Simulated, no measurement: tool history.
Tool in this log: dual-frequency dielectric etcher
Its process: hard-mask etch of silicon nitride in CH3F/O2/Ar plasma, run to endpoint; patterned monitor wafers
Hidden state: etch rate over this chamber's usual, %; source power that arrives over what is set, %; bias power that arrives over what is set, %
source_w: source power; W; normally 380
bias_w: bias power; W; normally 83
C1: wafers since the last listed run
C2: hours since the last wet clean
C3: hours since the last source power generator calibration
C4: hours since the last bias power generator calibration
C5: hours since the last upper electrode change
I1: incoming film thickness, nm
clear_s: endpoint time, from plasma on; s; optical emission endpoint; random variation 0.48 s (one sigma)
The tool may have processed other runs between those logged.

run 1 hour=0.0 | source_w=380 bias_w=83 | C1=0 C2=254.9 C3=4568.4 C4=4845.8 C5=1749.0 | I1=52.0 | clear_s=64.2
run 2 hour=31.4 | source_w=380 bias_w=83 | C1=388 C2=286.3 C3=4599.8 C4=4877.2 C5=1780.4 | I1=51.6 | clear_s=64.2
run 3 hour=132.7 | source_w=380 bias_w=92 | C1=1252 C2=387.6 C3=4701.1 C4=4978.5 C5=1881.7 | I1=52.1 | clear_s=61.7
run 4 hour=158.5 | source_w=410 bias_w=98 | C1=319 C2=413.4 C3=4726.9 C4=5004.3 C5=1907.5 | I1=52.2 | clear_s=57.4
run 5 hour=177.0 | source_w=410 bias_w=98 | C1=228 C2=431.9 C3=4745.4 C4=5022.8 C5=1926.0 | I1=51.6 | clear_s=56.9
-- hour=212.2 wet clean of the chamber
run 6 hour=212.7 | source_w=410 bias_w=98 | C1=144 C2=0.5 C3=4781.1 C4=5058.5 C5=1961.7 | I1=52.3 | clear_s=60.6
-- hour=225.4 source power generator calibrated
run 7 hour=225.9 | source_w=380 bias_w=83 | C1=113 C2=13.7 C3=0.5 C4=5071.7 C5=1974.9 | I1=52.4 | clear_s=68.2
run 8 hour=246.0 | source_w=380 bias_w=83 | C1=248 C2=33.8 C3=20.6 C4=5091.8 C5=1995.0 | I1=52.3 | clear_s=67.8
run 9 hour=259.5 | source_w=410 bias_w=70 | C1=166 C2=47.3 C3=34.1 C4=5105.3 C5=2008.5 | I1=51.9 | clear_s=69.9
run 10 hour=283.5 | source_w=380 bias_w=83 | C1=296 C2=71.3 C3=58.1 C4=5129.3 C5=2032.5 | I1=52.1 | clear_s=67.3
run 11 hour=308.5 | source_w=330 bias_w=65 | C1=309 C2=96.3 C3=83.1 C4=5154.3 C5=2057.5 | I1=51.9 | clear_s=80.3
-- hour=330.6 bias power generator calibrated
-- hour=336.2 upper electrode replaced, of another model than before
run 12 hour=336.7 | source_w=330 bias_w=74 | C1=229 C2=124.5 C3=111.3 C4=6.1 C5=0.5 | I1=52.0 | clear_s=74.3
run 13 hour=360.0 | source_w=380 bias_w=66 | C1=288 C2=147.8 C3=134.6 C4=29.4 C5=23.8 | I1=52.4 | clear_s=78.4
run 14 hour=392.3 | source_w=380 bias_w=73 | C1=399 C2=180.1 C3=166.9 C4=61.7 C5=56.1 | I1=51.6 | clear_s=71.7
run 15 hour=407.5 | source_w=310 bias_w=93 | C1=187 C2=195.3 C3=182.1 C4=76.9 C5=71.3 | I1=51.9 | clear_s=64.1

Run 16 comes next. What will it give?
run 16 hour=439.1 | source_w=380 bias_w=75 | C1=390 C2=226.9 C3=213.7 C4=108.5 C5=102.9 | I1=52.7 | clear_s=?

{"run 16": {"clear_s": 71.8}}
On a tool with no hidden condition, and with the same random variation, this run would have come out at clear_s 73.5 s.

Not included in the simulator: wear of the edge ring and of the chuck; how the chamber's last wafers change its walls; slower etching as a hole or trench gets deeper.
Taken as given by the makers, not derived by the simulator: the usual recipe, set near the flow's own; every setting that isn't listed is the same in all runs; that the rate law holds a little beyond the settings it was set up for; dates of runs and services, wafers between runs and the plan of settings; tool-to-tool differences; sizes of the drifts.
